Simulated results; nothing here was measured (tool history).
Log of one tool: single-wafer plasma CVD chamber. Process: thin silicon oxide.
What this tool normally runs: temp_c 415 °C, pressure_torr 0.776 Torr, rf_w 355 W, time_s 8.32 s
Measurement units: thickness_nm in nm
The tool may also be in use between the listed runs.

| run | hour | temp_c | pressure_torr | rf_w | time_s | wafers since the last listed run | hours since the last thermocouple change | hours since the last RF generator calibration | hours since the last manometer calibration | hours since the showerhead was replaced | hours since the gauge calibration | read-back reference wafer on the same gauge, thickness_nm | thickness_nm |
|---|---|---|---|---|---|---|---|---|---|---|---|---|---|
| 1 | 0.0 | 423 | 0.776 | 355 | 9.46 | 0 | 202.0 | 975.1 | 1785.8 | 4513.1 | 810.9 | 19.089 | 18.896 |
| 2 | 25.4 | 423 | 0.776 | 355 | 9.46 | 853 | 227.4 | 1000.5 | 1811.2 | 4538.5 | 836.3 | 19.100 | 18.922 |
| 3 | 95.2 | 423 | 0.776 | 355 | 9.46 | 2346 | 297.2 | 1070.3 | 1881.0 | 4608.3 | 906.1 | 19.102 | 18.841 |
| 4 | 165.7 | 415 | 0.776 | 355 | 8.32 | 2369 | 367.7 | 1140.8 | 1951.5 | 4678.8 | 976.6 | 19.103 | 16.661 |
| 5 | 235.5 | 415 | 0.776 | 355 | 8.32 | 2346 | 437.5 | 1210.6 | 2021.3 | 4748.6 | 1046.4 | 19.102 | 16.678 |
| 6 | 262.3 | 415 | 0.776 | 355 | 8.32 | 900 | 464.3 | 1237.4 | 2048.1 | 4775.4 | 1073.2 | 19.098 | 16.726 |
| 7 | 331.1 | 415 | 0.776 | 370 | 8.32 | 2312 | 533.1 | 1306.2 | 2116.9 | 4844.2 | 1142.0 | 19.087 | 16.861 |
| 8 | 401.4 | 415 | 0.776 | 370 | 8.32 | 2363 | 603.4 | 1376.5 | 2187.2 | 4914.5 | 1212.3 | 19.091 | 16.901 |
|  | 428.7 | showerhead replaced, of another model than before |
| 9 | 451.7 | 415 | 0.776 | 370 | 8.32 | 1421 | 653.7 | 1426.8 | 2237.5 | 23.0 | 1262.6 | 19.094 | 16.960 |
| 10 | 517.1 | 420 | 0.776 | 355 | 8.32 | 2198 | 719.1 | 1492.2 | 2302.9 | 88.4 | 1328.0 | 19.109 | 16.709 |
| 11 | 550.5 | 411 | 0.776 | 355 | 8.32 | 1122 | 752.5 | 1525.6 | 2336.3 | 121.8 | 1361.4 | 19.101 | 16.796 |
|  | 581.3 | RF generator calibrated |
| 12 | 618.5 | 426 | 0.678 | 290 | 9.96 | 2016 | 820.5 | 37.2 | 2404.3 | 189.8 | 1429.4 | 19.112 | 17.529 |
|  | 628.5 | gauge calibrated |
| 13 | 643.0 | 415 | 0.776 | 410 | 8.32 | 823 | 845.0 | 61.7 | 2428.8 | 214.3 | 14.5 | 19.111 | 17.649 |
| 14 | 681.9 | 415 | 0.776 | 355 | 8.32 | 1307 | 883.9 | 100.6 | 2467.7 | 253.2 | 53.4 | 19.105 | 17.088 |
| 15 | 712.3 | 424 | 0.607 | 355 | 8.32 | 1021 | 914.3 | 131.0 | 2498.1 | 283.6 | 83.8 | 19.096 | 14.130 |
| 16 | 765.3 | 415 | 0.918 | 320 | 7.02 | 1781 | 967.3 | 184.0 | 2551.1 | 336.6 | 136.8 | 19.081 | 15.766 |
|  | 819.8 | capacitance manometer re-zeroed and calibrated |
| 17 | 829.6 | 415 | 0.776 | 355 | 8.32 | 1892 | 1031.6 | 248.3 | 9.8 | 400.9 | 201.1 | 19.101 | 17.058 |
|  | 930.4 | thermocouple changed; heater temperature recalibrated |
| 18 | 941.3 | 415 | 0.776 | 355 | 8.32 | 3486 | 10.9 | 360.0 | 121.5 | 512.6 | 312.8 | 19.105 | 17.070 |
| 19 | 997.1 | 415 | 0.930 | 355 | 7.78 | 1875 | 66.7 | 415.8 | 177.3 | 568.4 | 368.6 | 19.087 | 17.991 |
| 20 | 1064.0 | 415 | 0.776 | 355 | 8.32 | 2248 | 133.6 | 482.7 | 244.2 | 635.3 | 435.5 | 19.101 | 17.031 |
| 21 | 1116.7 | 422 | 0.613 | 405 | 8.78 | 1771 | 186.3 | 535.4 | 296.9 | 688.0 | 488.2 | 19.095 | 15.455 |
| 22 | 1159.2 | 415 | 0.696 | 375 | 7.06 | 1428 | 228.8 | 577.9 | 339.4 | 730.5 | 530.7 | 19.090 | 13.437 |
| 23 | 1203.9 | 415 | 0.776 | 400 | 8.32 | 1502 | 273.5 | 622.6 | 384.1 | 775.2 | 575.4 | 19.105 | 17.436 |

Alternative continuations, all from the tool just after run 23; predict every row:
| A | 1204.3 | 415 | 0.776 | 420 | 8.32 | 13 | 273.9 | 623.0 | 384.5 | 775.6 | 575.8 | ? | ? |
| B | 1204.3 | 415 | 0.776 | 295 | 8.32 | 13 | 273.9 | 623.0 | 384.5 | 775.6 | 575.8 | ? | ? |
| C | 1204.3 | 420 | 0.618 | 415 | 7.15 | 13 | 273.9 | 623.0 | 384.5 | 775.6 | 575.8 | ? | ? |
| D | 1204.3 | 415 | 0.964 | 355 | 8.32 | 13 | 273.9 | 623.0 | 384.5 | 775.6 | 575.8 | ? | ? |
| E | 1204.3 | 415 | 0.776 | 380 | 8.32 | 13 | 273.9 | 623.0 | 384.5 | 775.6 | 575.8 | ? | ? |

| run | read-back reference wafer on the same gauge, thickness_nm | thickness_nm |
|---|---|---|
| A | 19.109 | 17.584 |
| B | 19.109 | 16.206 |
| C | 19.109 | 12.671 |
| D | 19.109 | 19.620 |
| E | 19.109 | 17.187 |
Without the tool's hidden state the same runs would have given:
| run | thickness_nm |
|---|---|
| A | 17.698 |
| B | 16.321 |
| C | 12.753 |
| D | 19.759 |
| E | 17.298 |
